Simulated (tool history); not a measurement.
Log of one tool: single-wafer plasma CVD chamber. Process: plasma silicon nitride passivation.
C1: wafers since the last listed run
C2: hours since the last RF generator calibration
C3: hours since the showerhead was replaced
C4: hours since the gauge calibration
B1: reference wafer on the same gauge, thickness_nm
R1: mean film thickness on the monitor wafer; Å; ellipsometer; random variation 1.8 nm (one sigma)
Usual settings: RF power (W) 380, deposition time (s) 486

Run 1, hour 0: usual settings; C1 0; C2 1278.8; C3 4200.7; C4 526.8; B1 691.236. Result: R1 6720.46 Å.
Run 2, hour 90.2: usual settings; C1 364; C2 1369; C3 4290.9; C4 617; B1 691.816. Result: R1 6753.3 Å.
Run 3, hour 184.8: usual settings but RF power (W) 320, deposition time (s) 414; C1 382; C2 1463.6; C3 4385.5; C4 711.6; B1 692.438. Result: R1 5275.05 Å.
Run 4, hour 289.6: usual settings but RF power (W) 320, deposition time (s) 414; C1 423; C2 1568.4; C3 4490.3; C4 816.4; B1 691.995. Result: R1 5317.25 Å.
Run 5, hour 352.5: usual settings; C1 254; C2 1631.3; C3 4553.2; C4 879.3; B1 691.313. Result: R1 6677.11 Å.
Run 6, hour 452.6: usual settings; C1 404; C2 1731.4; C3 4653.3; C4 979.4; B1 691.279. Result: R1 6665.44 Å.
At hour 713.6: showerhead replaced.
At hour 728.2: gauge calibrated.
Run 7, hour 741.4: usual settings; C1 1134; C2 2020.2; C3 27.8; C4 13.2; B1 692.1. Result: R1 6658.77 Å.
Run 8, hour 818.8: usual settings; C1 312; C2 2097.6; C3 105.2; C4 90.6; B1 691.007. Result: R1 6666.99 Å.
Run 9, hour 917: usual settings but RF power (W) 420, deposition time (s) 418; C1 396; C2 2195.8; C3 203.4; C4 188.8; B1 692.257. Result: R1 5985.22 Å.
Run 10, hour 973.8: usual settings but RF power (W) 320, deposition time (s) 401; C1 229; C2 2252.6; C3 260.2; C4 245.6; B1 692.28. Result: R1 5096.36 Å.
At hour 1028.3: RF generator calibrated.
Run 11, hour 1073: usual settings but RF power (W) 305, deposition time (s) 577; C1 368; C2 44.7; C3 359.4; C4 344.8; B1 692.475. Result: R1 7291.86 Å.

Forecast run 12:
Run 12, hour 1175.3: usual settings but RF power (W) 340; C1 413; C2 147; C3 461.7; C4 447.1; B1 ?. Result: R1 ?.

{"run 12": {"B1": 692.17, "R1": 6422.83}}
Without the tool's hidden state the same run would have given R1 6441.69 Å.

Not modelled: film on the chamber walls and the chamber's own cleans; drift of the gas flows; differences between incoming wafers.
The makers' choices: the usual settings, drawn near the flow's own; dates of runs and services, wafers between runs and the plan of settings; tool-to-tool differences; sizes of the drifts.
